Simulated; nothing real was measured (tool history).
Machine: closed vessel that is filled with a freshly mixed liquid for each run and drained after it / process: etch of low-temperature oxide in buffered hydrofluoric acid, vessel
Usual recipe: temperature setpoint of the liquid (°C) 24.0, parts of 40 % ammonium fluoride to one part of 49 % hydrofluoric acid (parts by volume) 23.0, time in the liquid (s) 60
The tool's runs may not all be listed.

run	hour	temperature setpoint of the liquid (°C)	parts of 40 % ammonium fluoride to one part of 49 % hydrofluoric acid (parts by volume)	time in the liquid (s)	wafers since the last listed run	hours since the thermometer was replaced	hours since the hydrofluoric acid flow meter was replaced	hours since the gauge calibration	read-back film thickness of the low-temperature oxide reference wafer, read on the same gauge (nm)	thickness taken off the low-temperature oxide on a monitor wafer (angstrom)
1	0.0	21.5	23.0	80	0	1832.1	229.2	102.5	150.02	2256.3
2	12.9	21.5	23.0	80	1643	1845.0	242.1	115.4	150.03	2270.4
3	30.3	21.0	23.0	60	2216	1862.4	259.5	132.8	149.98	1634.6
4	45.9	21.0	23.0	60	1987	1878.0	275.1	148.4	150.00	1687.9
5	59.3	27.0	23.0	60	1706	1891.4	288.5	161.8	150.01	2318.8
6	70.2	27.0	23.0	60	1388	1902.3	299.4	172.7	149.98	2356.6
7	76.8	24.0	23.0	35	840	1908.9	306.0	179.3	150.00	1172.5
8	90.8	24.0	23.0	35	1783	1922.9	320.0	193.3	149.99	1180.0
9	103.4	24.0	17.0	70	1604	1935.5	332.6	205.9	149.99	3106.6
10	110.3	24.0	17.0	70	878	1942.4	339.5	212.8	150.03	3092.0
11	124.1	24.0	16.5	60	1757	1956.2	353.3	226.6	150.02	2730.1
12	134.4	24.0	23.0	80	1311	1966.5	363.6	236.9	149.99	2653.6
13	141.0	24.0	23.0	80	840	1973.1	370.2	243.5	150.00	2667.3
14	163.0	24.0	23.0	80	2802	1995.1	392.2	265.5	150.02	2679.5
15	177.6	24.0	23.0	60	1859	2009.7	406.8	280.1	149.99	2032.7
# hour 186.9: gauge calibrated
# hour 195.8: hydrofluoric acid flow meter replaced
# hour 204.7: thermometer replaced
16	222.2	26.5	23.0	80	5426	17.5	26.4	35.3	150.01	2841.3
17	231.9	22.0	23.0	80	1235	27.2	36.1	45.0	150.00	2233.3
18	239.3	26.0	23.0	60	942	34.6	43.5	52.4	150.02	2134.0
19	256.6	28.0	15.5	60	2203	51.9	60.8	69.7	150.02	3341.6
20	269.8	24.0	26.0	40	1681	65.1	74.0	82.9	149.99	1170.3
21	281.8	20.5	26.5	60	1528	77.1	86.0	94.9	150.02	1391.1
22	296.6	27.5	26.0	60	1885	91.9	100.8	109.7	150.00	2093.2
23	312.5	20.5	30.0	80	2025	107.8	116.7	125.6	149.98	1736.9
24	322.2	24.0	23.0	60	1235	117.5	126.4	135.3	150.00	1878.6
25	330.4	24.0	23.0	50	1044	125.7	134.6	143.5	150.03	1615.2
26	344.6	24.0	23.0	60	1808	139.9	148.8	157.7	150.00	1925.1
27	357.4	27.5	29.0	30	1630	152.7	161.6	170.5	149.97	987.2
28	372.3	24.0	30.0	30	1897	167.6	176.5	185.4	150.01	805.7

What if the next run were any one of these 3? Each begins from the tool's condition after run 28:
A	373.0	27.5	23.0	60	89	168.3	177.2	186.1	?	?
B	373.0	25.5	26.5	40	89	168.3	177.2	186.1	?	?
C	373.0	24.0	19.5	60	89	168.3	177.2	186.1	?	?

run	read-back film thickness of the low-temperature oxide reference wafer, read on the same gauge (nm)	thickness taken off the low-temperature oxide on a monitor wafer (angstrom)
A	150.00	2307.0
B	150.00	1252.6
C	150.00	2191.0
Without the tool's hidden state the same runs would have given:
run	thickness taken off the low-temperature oxide on a monitor wafer (angstrom)
A	2218.4
B	1204.4
C	2071.0
